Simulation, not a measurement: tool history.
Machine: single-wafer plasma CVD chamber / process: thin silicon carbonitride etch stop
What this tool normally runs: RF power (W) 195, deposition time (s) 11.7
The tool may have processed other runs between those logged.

run	day	RF power (W)	deposition time (s)	read-back reference wafer on the same gauge, thickness_nm	mean film thickness on the monitor wafer (Å)
1	0	195	11.7	6.536	67.95
2	0.312	185	11.7	6.539	66.74
3	0.604	185	11.7	6.541	66.79
4	1.317	180	11.7	6.543	65.9
5	1.783	195	11.7	6.536	68.05
6	2.367	195	11.7	6.54	67.87
# day 3.229: showerhead replaced
7	3.25	195	12.3	6.54	71.4
8	3.729	195	12.3	6.541	71.51
9	4.225	195	12.3	6.541	71.42
10	5.458	195	10.7	6.542	62.21
11	6.183	210	11	6.542	65.39
12	6.879	210	11	6.543	65.51
13	7.55	180	10.7	6.541	60.14
14	7.946	180	10.7	6.54	60.27
# day 8.321: gauge calibrated
15	8.583	160	11.7	6.537	62.8
16	9.267	165	12.3	6.544	66.73
17	9.783	195	12.3	6.541	71.2
# day 10.688: RF generator calibrated
18	10.708	215	11.7	6.542	72.39
# day 11.433: thermocouple changed; heater temperature recalibrated
19	11.454	170	11	6.539	62.43
20	11.808	195	12.3	6.535	73.66
21	12.304	185	12.7	6.539	74.54
22	12.612	175	10.5	6.541	60.17
23	13.046	195	11.7	6.539	70.04
24	13.538	195	10	6.54	59.57
25	14.1	195	11.7	6.54	69.89
26	14.771	195	11.7	6.542	70.1
27	15.233	175	9.9	6.537	56.88
28	15.517	195	9.4	6.541	56.05
29	15.962	205	12.7	6.544	77.36
30	16.488	195	13.1	6.541	78.26
31	17.171	195	11.7	6.541	69.95
32	17.542	215	10.5	6.536	64.99
33	18	170	13.6	6.538	77.12
34	18.625	195	11.7	6.54	70.04
35	19.096	210	11	6.544	67.34
36	19.812	225	12.5	6.538	78.29

Below, some changes in mean film thickness on the monitor wafer (Å) between adjacent runs. For each, the amount present without the hidden state too (settings, incoming material, random variation) and the amount remaining for the hidden state with gauge scatter not shared by both compared results:
Unlogged tool condition in this case: wafer temperature above the value expected at the setpoint (K); delivered RF power above the setpoint (%); gauge reads high (%).
Run 9 -> 10: deposition time (s) 12.3 -> 10.7. mean film thickness on the monitor wafer (Å) -9.21: hidden state +0.27, all else -9.48.
Run 12 -> 13: RF power (W) 210 -> 180, deposition time (s) 11 -> 10.7. mean film thickness on the monitor wafer (Å) -5.37: hidden state +0.16, all else -5.53.
Run 17 -> 18: RF power (W) 195 -> 215, deposition time (s) 12.3 -> 11.7, RF generator calibrated. mean film thickness on the monitor wafer (Å) +1.19: hidden state +2.39, all else -1.2.
Run 21 -> 22: RF power (W) 185 -> 175, deposition time (s) 12.7 -> 10.5. mean film thickness on the monitor wafer (Å) -14.37: hidden state +0.01, all else -14.38.
Run 26 -> 27: RF power (W) 195 -> 175, deposition time (s) 11.7 -> 9.9. mean film thickness on the monitor wafer (Å) -13.22: hidden state +0.02, all else -13.24.
Run 28 -> 29: RF power (W) 195 -> 205, deposition time (s) 9.4 -> 12.7. mean film thickness on the monitor wafer (Å) +21.31: hidden state -0.07, all else +21.38.
